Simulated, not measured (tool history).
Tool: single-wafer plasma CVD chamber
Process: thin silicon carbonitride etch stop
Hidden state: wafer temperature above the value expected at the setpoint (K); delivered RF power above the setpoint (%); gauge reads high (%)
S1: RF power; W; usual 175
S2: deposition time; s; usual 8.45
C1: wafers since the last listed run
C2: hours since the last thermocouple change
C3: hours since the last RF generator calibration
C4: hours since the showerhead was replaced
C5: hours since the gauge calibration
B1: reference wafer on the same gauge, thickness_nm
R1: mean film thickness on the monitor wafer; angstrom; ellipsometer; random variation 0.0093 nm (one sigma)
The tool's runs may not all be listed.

Run 1, hour 0.0: usual settings; C1 0; C2 1556.9; C3 995.7; C4 6446.5; C5 144.8; B1 5.368. Result: R1 46.83 angstrom.
Run 2, hour 6.7: usual settings but S2 7.48 s; C1 208; C2 1563.6; C3 1002.4; C4 6453.2; C5 151.5; B1 5.372. Result: R1 41.27 angstrom.
Run 3, hour 18.6: usual settings but S2 7.48 s; C1 371; C2 1575.5; C3 1014.3; C4 6465.1; C5 163.4; B1 5.372. Result: R1 41.35 angstrom.
Run 4, hour 29.0: usual settings; C1 324; C2 1585.9; C3 1024.7; C4 6475.5; C5 173.8; B1 5.373. Result: R1 46.68 angstrom.
Run 5, hour 46.6: usual settings; C1 548; C2 1603.5; C3 1042.3; C4 6493.1; C5 191.4; B1 5.371. Result: R1 46.71 angstrom.
Run 6, hour 61.5: usual settings; C1 464; C2 1618.4; C3 1057.2; C4 6508.0; C5 206.3; B1 5.372. Result: R1 46.65 angstrom.
Run 7, hour 74.7: usual settings; C1 411; C2 1631.6; C3 1070.4; C4 6521.2; C5 219.5; B1 5.372. Result: R1 46.61 angstrom.
Run 8, hour 81.3: usual settings; C1 205; C2 1638.2; C3 1077.0; C4 6527.8; C5 226.1; B1 5.369. Result: R1 46.56 angstrom.
Run 9, hour 88.0: usual settings; C1 208; C2 1644.9; C3 1083.7; C4 6534.5; C5 232.8; B1 5.372. Result: R1 46.62 angstrom.
Run 10, hour 100.2: usual settings; C1 380; C2 1657.1; C3 1095.9; C4 6546.7; C5 245.0; B1 5.371. Result: R1 46.47 angstrom.
Run 11, hour 111.0: usual settings; C1 336; C2 1667.9; C3 1106.7; C4 6557.5; C5 255.8; B1 5.370. Result: R1 46.45 angstrom.
Run 12, hour 117.9: usual settings; C1 215; C2 1674.8; C3 1113.6; C4 6564.4; C5 262.7; B1 5.369. Result: R1 46.63 angstrom.
Run 13, hour 125.2: usual settings but S1 150 W, S2 8.80 s; C1 227; C2 1682.1; C3 1120.9; C4 6571.7; C5 270.0; B1 5.369. Result: R1 45.97 angstrom.
Run 14, hour 138.8: usual settings but S1 150 W, S2 8.80 s; C1 424; C2 1695.7; C3 1134.5; C4 6585.3; C5 283.6; B1 5.371. Result: R1 46.09 angstrom.
Run 15, hour 146.8: usual settings but S1 150 W, S2 8.80 s; C1 249; C2 1703.7; C3 1142.5; C4 6593.3; C5 291.6; B1 5.370. Result: R1 45.83 angstrom.
Run 16, hour 159.8: usual settings; C1 405; C2 1716.7; C3 1155.5; C4 6606.3; C5 304.6; B1 5.368. Result: R1 46.48 angstrom.
Run 17, hour 169.4: usual settings; C1 299; C2 1726.3; C3 1165.1; C4 6615.9; C5 314.2; B1 5.367. Result: R1 46.39 angstrom.
At hour 177.4: gauge calibrated.
Run 18, hour 179.3: usual settings but S2 7.20 s; C1 308; C2 1736.2; C3 1175.0; C4 6625.8; C5 1.9; B1 5.372. Result: R1 39.51 angstrom.

Forecast run 19:
Run 19, hour 186.3: usual settings but S1 145 W; C1 218; C2 1743.2; C3 1182.0; C4 6632.8; C5 8.9; B1 ?. Result: R1 ?.

Run 19 gave B1 5.368, R1 43.45 angstrom.
Without the tool's hidden state the same run would have given R1 44.75 angstrom.
